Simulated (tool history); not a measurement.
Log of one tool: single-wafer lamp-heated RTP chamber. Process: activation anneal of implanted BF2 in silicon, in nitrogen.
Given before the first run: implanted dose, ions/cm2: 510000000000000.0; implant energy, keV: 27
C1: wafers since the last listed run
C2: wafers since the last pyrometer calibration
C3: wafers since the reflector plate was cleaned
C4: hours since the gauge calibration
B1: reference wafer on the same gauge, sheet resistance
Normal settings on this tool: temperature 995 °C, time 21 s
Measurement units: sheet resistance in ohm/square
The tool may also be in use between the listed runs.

{"run": 1, "hour": 0.0, "temperature": 995, "time": 21, "C1": 0, "C2": 1980, "C3": 4671, "C4": 279.0, "B1": 267.77, "sheet resistance": 242.07}
{"run": 2, "hour": 41.4, "temperature": 995, "time": 21, "C1": 721, "C2": 2702, "C3": 5392, "C4": 320.4, "B1": 268.43, "sheet resistance": 243.0}
{"run": 3, "hour": 145.8, "temperature": 995, "time": 21, "C1": 1819, "C2": 4521, "C3": 7211, "C4": 424.8, "B1": 268.07, "sheet resistance": 243.53}
{"run": 4, "hour": 220.2, "temperature": 995, "time": 21, "C1": 1296, "C2": 5818, "C3": 8508, "C4": 499.2, "B1": 267.87, "sheet resistance": 241.63}
{"run": 5, "hour": 271.7, "temperature": 995, "time": 21, "C1": 897, "C2": 6715, "C3": 9405, "C4": 550.7, "B1": 268.04, "sheet resistance": 241.33}
{"hour": 300.4, "done": "pyrometer window cleaned and pyrometer calibrated"}
{"run": 6, "hour": 345.0, "temperature": 995, "time": 21, "C1": 1137, "C2": 777, "C3": 10543, "C4": 624.0, "B1": 268.11, "sheet resistance": 241.83}
{"run": 7, "hour": 411.9, "temperature": 995, "time": 21, "C1": 1165, "C2": 1942, "C3": 11709, "C4": 690.9, "B1": 268.11, "sheet resistance": 241.11}
{"run": 8, "hour": 518.5, "temperature": 1012, "time": 12, "C1": 1857, "C2": 3800, "C3": 13567, "C4": 797.5, "B1": 267.9, "sheet resistance": 240.01}
{"hour": 606.0, "done": "reflector plate cleaned"}
{"run": 9, "hour": 616.9, "temperature": 1005, "time": 21, "C1": 1575, "C2": 5375, "C3": 190, "C4": 895.9, "B1": 267.94, "sheet resistance": 238.69}
{"run": 10, "hour": 661.0, "temperature": 995, "time": 21, "C1": 768, "C2": 6144, "C3": 959, "C4": 940.0, "B1": 268.24, "sheet resistance": 244.33}
{"hour": 664.5, "done": "gauge calibrated"}
{"hour": 701.2, "done": "pyrometer window cleaned and pyrometer calibrated"}
{"run": 11, "hour": 835.2, "temperature": 995, "time": 21, "C1": 2896, "C2": 2335, "C3": 3855, "C4": 170.7, "B1": 268.28, "sheet resistance": 242.51}
{"run": 12, "hour": 933.0, "temperature": 1022, "time": 16, "C1": 1704, "C2": 4039, "C3": 5559, "C4": 268.5, "B1": 268.06, "sheet resistance": 237.51}
{"run": 13, "hour": 983.3, "temperature": 995, "time": 30, "C1": 876, "C2": 4916, "C3": 6436, "C4": 318.8, "B1": 267.84, "sheet resistance": 239.52}
{"run": 14, "hour": 1062.6, "temperature": 1007, "time": 21, "C1": 1381, "C2": 6297, "C3": 7817, "C4": 398.1, "B1": 267.66, "sheet resistance": 238.98}
{"hour": 1103.2, "done": "pyrometer window cleaned and pyrometer calibrated"}
{"run": 15, "hour": 1103.7, "temperature": 976, "time": 32, "C1": 576, "C2": 8, "C3": 8394, "C4": 439.2, "B1": 267.51, "sheet resistance": 247.78}
{"run": 16, "hour": 1153.9, "temperature": 972, "time": 9, "C1": 874, "C2": 883, "C3": 9269, "C4": 489.4, "B1": 267.97, "sheet resistance": 259.53}

Predict the results of run 17:
{"run": 17, "hour": 1205.8, "temperature": 974, "time": 28, "C1": 904, "C2": 1787, "C3": 10173, "C4": 541.3, "B1": "?", "sheet resistance": "?"}

B1: 268.25
sheet resistance: 248.03 ohm/square
Without the tool's hidden state the same run would have given sheet resistance 251.15 ohm/square.
